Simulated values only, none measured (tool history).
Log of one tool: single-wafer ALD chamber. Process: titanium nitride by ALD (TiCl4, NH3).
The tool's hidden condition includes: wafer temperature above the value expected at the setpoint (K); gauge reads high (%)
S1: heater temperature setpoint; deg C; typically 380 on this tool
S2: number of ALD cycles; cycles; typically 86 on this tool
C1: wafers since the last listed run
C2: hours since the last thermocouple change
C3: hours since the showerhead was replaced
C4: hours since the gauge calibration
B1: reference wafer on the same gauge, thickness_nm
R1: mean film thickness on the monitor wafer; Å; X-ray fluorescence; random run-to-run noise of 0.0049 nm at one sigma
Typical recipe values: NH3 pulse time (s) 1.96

{"run": 1, "hour": 0.0, "S1": 380, "S2": 86, "NH3 pulse time (s)": 1.96, "C1": 0, "C2": 2431.6, "C3": 5586.4, "C4": 43.5, "B1": 2.023, "R1": 19.69}
{"run": 2, "hour": 50.2, "S1": 380, "S2": 86, "NH3 pulse time (s)": 1.96, "C1": 133, "C2": 2481.8, "C3": 5636.6, "C4": 93.7, "B1": 2.02, "R1": 19.59}
{"run": 3, "hour": 114.6, "S1": 380, "S2": 86, "NH3 pulse time (s)": 1.96, "C1": 170, "C2": 2546.2, "C3": 5701, "C4": 158.1, "B1": 2.01, "R1": 19.52}
{"run": 4, "hour": 161.4, "S1": 380, "S2": 86, "NH3 pulse time (s)": 1.96, "C1": 124, "C2": 2593, "C3": 5747.8, "C4": 204.9, "B1": 2.008, "R1": 19.48}
{"run": 5, "hour": 211.2, "S1": 380, "S2": 86, "NH3 pulse time (s)": 1.96, "C1": 132, "C2": 2642.8, "C3": 5797.6, "C4": 254.7, "B1": 2.005, "R1": 19.39}
{"run": 6, "hour": 282.3, "S1": 380, "S2": 86, "NH3 pulse time (s)": 1.44, "C1": 188, "C2": 2713.9, "C3": 5868.7, "C4": 325.8, "B1": 1.998, "R1": 19.21}
{"run": 7, "hour": 338.7, "S1": 380, "S2": 86, "NH3 pulse time (s)": 1.44, "C1": 149, "C2": 2770.3, "C3": 5925.1, "C4": 382.2, "B1": 1.993, "R1": 19.14}
{"hour": 369.7, "done": "gauge calibrated"}
{"run": 8, "hour": 399.3, "S1": 380, "S2": 86, "NH3 pulse time (s)": 1.61, "C1": 160, "C2": 2830.9, "C3": 5985.7, "C4": 29.6, "B1": 2.03, "R1": 19.67}
{"hour": 417.8, "done": "showerhead replaced"}
{"run": 9, "hour": 445.8, "S1": 380, "S2": 86, "NH3 pulse time (s)": 2.39, "C1": 102, "C2": 2877.4, "C3": 28, "C4": 76.1, "B1": 2.025, "R1": 19.87}
{"run": 10, "hour": 510.9, "S1": 391, "S2": 93, "NH3 pulse time (s)": 1.38, "C1": 172, "C2": 2942.5, "C3": 93.1, "C4": 141.2, "B1": 2.021, "R1": 21.16}

Run 11 comes next. What will it give?
{"hour": 520.6, "done": "thermocouple changed; heater temperature recalibrated"}
{"run": 11, "hour": 570.8, "S1": 380, "S2": 86, "NH3 pulse time (s)": 1.22, "C1": 137, "C2": 50.2, "C3": 153, "C4": 201.1, "B1": "?", "R1": "?"}

B1: 2.016
R1: 19.19 Å
Take away the tool's hidden state, keep the run-to-run variation as it was, and the same run would have given R1 19.33 Å.

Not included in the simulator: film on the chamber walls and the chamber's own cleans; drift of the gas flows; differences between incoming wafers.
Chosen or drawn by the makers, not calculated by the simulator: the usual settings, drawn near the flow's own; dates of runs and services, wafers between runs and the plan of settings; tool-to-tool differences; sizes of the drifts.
